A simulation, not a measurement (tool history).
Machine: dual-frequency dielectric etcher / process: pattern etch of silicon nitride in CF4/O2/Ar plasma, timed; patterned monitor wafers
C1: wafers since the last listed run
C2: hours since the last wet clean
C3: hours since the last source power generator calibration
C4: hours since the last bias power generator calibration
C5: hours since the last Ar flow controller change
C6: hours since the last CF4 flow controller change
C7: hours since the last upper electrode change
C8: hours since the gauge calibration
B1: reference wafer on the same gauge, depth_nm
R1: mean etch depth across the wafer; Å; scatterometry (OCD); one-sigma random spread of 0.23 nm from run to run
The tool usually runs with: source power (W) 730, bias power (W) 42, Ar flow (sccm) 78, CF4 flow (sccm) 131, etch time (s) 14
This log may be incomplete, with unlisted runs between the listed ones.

{"run": 1, "hour": 0.0, "source power (W)": 730, "bias power (W)": 42, "Ar flow (sccm)": 78, "CF4 flow (sccm)": 131, "etch time (s)": 14, "C1": 0, "C2": 234.2, "C3": 3665.2, "C4": 3925.1, "C5": 848, "C6": 5184.1, "C7": 180.4, "C8": 2591.1, "B1": 45.01, "R1": 399.8}
{"run": 2, "hour": 101.3, "source power (W)": 730, "bias power (W)": 42, "Ar flow (sccm)": 78, "CF4 flow (sccm)": 154, "etch time (s)": 14, "C1": 2067, "C2": 335.5, "C3": 3766.5, "C4": 4026.4, "C5": 949.3, "C6": 5285.4, "C7": 281.7, "C8": 2692.4, "B1": 45.12, "R1": 407.2}
{"hour": 108.6, "done": "CF4 flow controller replaced"}
{"hour": 144.4, "done": "source power generator calibrated"}
{"run": 3, "hour": 147.1, "source power (W)": 730, "bias power (W)": 34, "Ar flow (sccm)": 96, "CF4 flow (sccm)": 131, "etch time (s)": 13, "C1": 730, "C2": 381.3, "C3": 2.7, "C4": 4072.2, "C5": 995.1, "C6": 38.5, "C7": 327.5, "C8": 2738.2, "B1": 45.06, "R1": 319.6}
{"run": 4, "hour": 236.9, "source power (W)": 730, "bias power (W)": 37, "Ar flow (sccm)": 72, "CF4 flow (sccm)": 131, "etch time (s)": 14, "C1": 1832, "C2": 471.1, "C3": 92.5, "C4": 4162, "C5": 1084.9, "C6": 128.3, "C7": 417.3, "C8": 2828, "B1": 45.13, "R1": 364.5}
{"run": 5, "hour": 280.9, "source power (W)": 890, "bias power (W)": 42, "Ar flow (sccm)": 93, "CF4 flow (sccm)": 131, "etch time (s)": 11, "C1": 897, "C2": 515.1, "C3": 136.5, "C4": 4206, "C5": 1128.9, "C6": 172.3, "C7": 461.3, "C8": 2872, "B1": 45.26, "R1": 349.6}
{"hour": 368.0, "done": "bias power generator calibrated"}
{"run": 6, "hour": 380.9, "source power (W)": 730, "bias power (W)": 48, "Ar flow (sccm)": 78, "CF4 flow (sccm)": 107, "etch time (s)": 14, "C1": 1959, "C2": 615.1, "C3": 236.5, "C4": 12.9, "C5": 1228.9, "C6": 272.3, "C7": 561.3, "C8": 2972, "B1": 45.19, "R1": 379.5}
{"hour": 442.6, "done": "gauge calibrated"}
{"hour": 442.9, "done": "wet clean of the chamber"}
{"run": 7, "hour": 469.4, "source power (W)": 730, "bias power (W)": 42, "Ar flow (sccm)": 84, "CF4 flow (sccm)": 131, "etch time (s)": 14, "C1": 1316, "C2": 26.5, "C3": 325, "C4": 101.4, "C5": 1317.4, "C6": 360.8, "C7": 649.8, "C8": 26.8, "B1": 45.11, "R1": 374.2}
{"run": 8, "hour": 539.3, "source power (W)": 730, "bias power (W)": 38, "Ar flow (sccm)": 78, "CF4 flow (sccm)": 131, "etch time (s)": 14, "C1": 1426, "C2": 96.4, "C3": 394.9, "C4": 171.3, "C5": 1387.3, "C6": 430.7, "C7": 719.7, "C8": 96.7, "B1": 45.12, "R1": 367.9}
{"run": 9, "hour": 577.8, "source power (W)": 730, "bias power (W)": 42, "Ar flow (sccm)": 88, "CF4 flow (sccm)": 131, "etch time (s)": 16.5, "C1": 785, "C2": 134.9, "C3": 433.4, "C4": 209.8, "C5": 1425.8, "C6": 469.2, "C7": 758.2, "C8": 135.2, "B1": 45.16, "R1": 438.7}
{"run": 10, "hour": 641.3, "source power (W)": 730, "bias power (W)": 42, "Ar flow (sccm)": 78, "CF4 flow (sccm)": 131, "etch time (s)": 14, "C1": 1295, "C2": 198.4, "C3": 496.9, "C4": 273.3, "C5": 1489.3, "C6": 532.7, "C7": 821.7, "C8": 198.7, "B1": 45.1, "R1": 376.8}
{"hour": 664.1, "done": "Ar flow controller replaced"}
{"run": 11, "hour": 679.5, "source power (W)": 730, "bias power (W)": 33, "Ar flow (sccm)": 78, "CF4 flow (sccm)": 131, "etch time (s)": 14, "C1": 657, "C2": 236.6, "C3": 535.1, "C4": 311.5, "C5": 15.4, "C6": 570.9, "C7": 859.9, "C8": 236.9, "B1": 45.16, "R1": 350.9}
{"run": 12, "hour": 768.0, "source power (W)": 730, "bias power (W)": 42, "Ar flow (sccm)": 78, "CF4 flow (sccm)": 131, "etch time (s)": 14, "C1": 1806, "C2": 325.1, "C3": 623.6, "C4": 400, "C5": 103.9, "C6": 659.4, "C7": 948.4, "C8": 325.4, "B1": 45.07, "R1": 375.1}
{"run": 13, "hour": 825.9, "source power (W)": 730, "bias power (W)": 50, "Ar flow (sccm)": 78, "CF4 flow (sccm)": 109, "etch time (s)": 14, "C1": 1181, "C2": 383, "C3": 681.5, "C4": 457.9, "C5": 161.8, "C6": 717.3, "C7": 1006.3, "C8": 383.3, "B1": 45.05, "R1": 386}
{"run": 14, "hour": 918.0, "source power (W)": 590, "bias power (W)": 47, "Ar flow (sccm)": 62, "CF4 flow (sccm)": 157, "etch time (s)": 14, "C1": 1879, "C2": 475.1, "C3": 773.6, "C4": 550, "C5": 253.9, "C6": 809.4, "C7": 1098.4, "C8": 475.4, "B1": 45.12, "R1": 336.1}
{"hour": 1025.8, "done": "wet clean of the chamber"}
{"run": 15, "hour": 1026.3, "source power (W)": 730, "bias power (W)": 42, "Ar flow (sccm)": 88, "CF4 flow (sccm)": 131, "etch time (s)": 14, "C1": 1720, "C2": 0.5, "C3": 881.9, "C4": 658.3, "C5": 362.2, "C6": 917.7, "C7": 1206.7, "C8": 583.7, "B1": 45.05, "R1": 374.5}
{"run": 16, "hour": 1081.8, "source power (W)": 730, "bias power (W)": 42, "Ar flow (sccm)": 72, "CF4 flow (sccm)": 114, "etch time (s)": 17.5, "C1": 1132, "C2": 56, "C3": 937.4, "C4": 713.8, "C5": 417.7, "C6": 973.2, "C7": 1262.2, "C8": 639.2, "B1": 45.19, "R1": 468.2}
{"run": 17, "hour": 1147.5, "source power (W)": 730, "bias power (W)": 42, "Ar flow (sccm)": 78, "CF4 flow (sccm)": 131, "etch time (s)": 14, "C1": 1340, "C2": 121.7, "C3": 1003.1, "C4": 779.5, "C5": 483.4, "C6": 1038.9, "C7": 1327.9, "C8": 704.9, "B1": 45.12, "R1": 375.3}
{"run": 18, "hour": 1204.3, "source power (W)": 730, "bias power (W)": 42, "Ar flow (sccm)": 78, "CF4 flow (sccm)": 157, "etch time (s)": 17, "C1": 1159, "C2": 178.5, "C3": 1059.9, "C4": 836.3, "C5": 540.2, "C6": 1095.7, "C7": 1384.7, "C8": 761.7, "B1": 45.15, "R1": 468.4}
{"run": 19, "hour": 1305.7, "source power (W)": 730, "bias power (W)": 48, "Ar flow (sccm)": 61, "CF4 flow (sccm)": 140, "etch time (s)": 17, "C1": 2069, "C2": 279.9, "C3": 1161.3, "C4": 937.7, "C5": 641.6, "C6": 1197.1, "C7": 1486.1, "C8": 863.1, "B1": 45.17, "R1": 500.3}
{"run": 20, "hour": 1364.2, "source power (W)": 730, "bias power (W)": 42, "Ar flow (sccm)": 97, "CF4 flow (sccm)": 131, "etch time (s)": 14, "C1": 1193, "C2": 338.4, "C3": 1219.8, "C4": 996.2, "C5": 700.1, "C6": 1255.6, "C7": 1544.6, "C8": 921.6, "B1": 45.08, "R1": 366.1}

5 options for the next run, each taken on its own from the tool as it stands now. Forecast them:
{"run": "A", "hour": 1364.6, "source power (W)": 730, "bias power (W)": 42, "Ar flow (sccm)": 78, "CF4 flow (sccm)": 131, "etch time (s)": 14, "C1": 8, "C2": 338.8, "C3": 1220.2, "C4": 996.6, "C5": 700.5, "C6": 1256, "C7": 1545, "C8": 922, "B1": "?", "R1": "?"}
{"run": "B", "hour": 1364.6, "source power (W)": 730, "bias power (W)": 42, "Ar flow (sccm)": 78, "CF4 flow (sccm)": 118, "etch time (s)": 16, "C1": 8, "C2": 338.8, "C3": 1220.2, "C4": 996.6, "C5": 700.5, "C6": 1256, "C7": 1545, "C8": 922, "B1": "?", "R1": "?"}
{"run": "C", "hour": 1364.6, "source power (W)": 730, "bias power (W)": 42, "Ar flow (sccm)": 78, "CF4 flow (sccm)": 131, "etch time (s)": 17.5, "C1": 8, "C2": 338.8, "C3": 1220.2, "C4": 996.6, "C5": 700.5, "C6": 1256, "C7": 1545, "C8": 922, "B1": "?", "R1": "?"}
{"run": "D", "hour": 1364.6, "source power (W)": 610, "bias power (W)": 42, "Ar flow (sccm)": 64, "CF4 flow (sccm)": 131, "etch time (s)": 14, "C1": 8, "C2": 338.8, "C3": 1220.2, "C4": 996.6, "C5": 700.5, "C6": 1256, "C7": 1545, "C8": 922, "B1": "?", "R1": "?"}
{"run": "E", "hour": 1364.6, "source power (W)": 730, "bias power (W)": 42, "Ar flow (sccm)": 78, "CF4 flow (sccm)": 159, "etch time (s)": 14, "C1": 8, "C2": 338.8, "C3": 1220.2, "C4": 996.6, "C5": 700.5, "C6": 1256, "C7": 1545, "C8": 922, "B1": "?", "R1": "?"}

run=A B1=45.02 R1=379
run=B B1=45.02 R1=426
run=C B1=45.02 R1=473.7
run=D B1=45.02 R1=327.7
run=E B1=45.02 R1=388.9
Without the tool's unlogged condition, the same runs would have read:
run=A R1=377.3
run=B R1=424.1
run=C R1=471.6
run=D R1=326.2
run=E R1=387.2
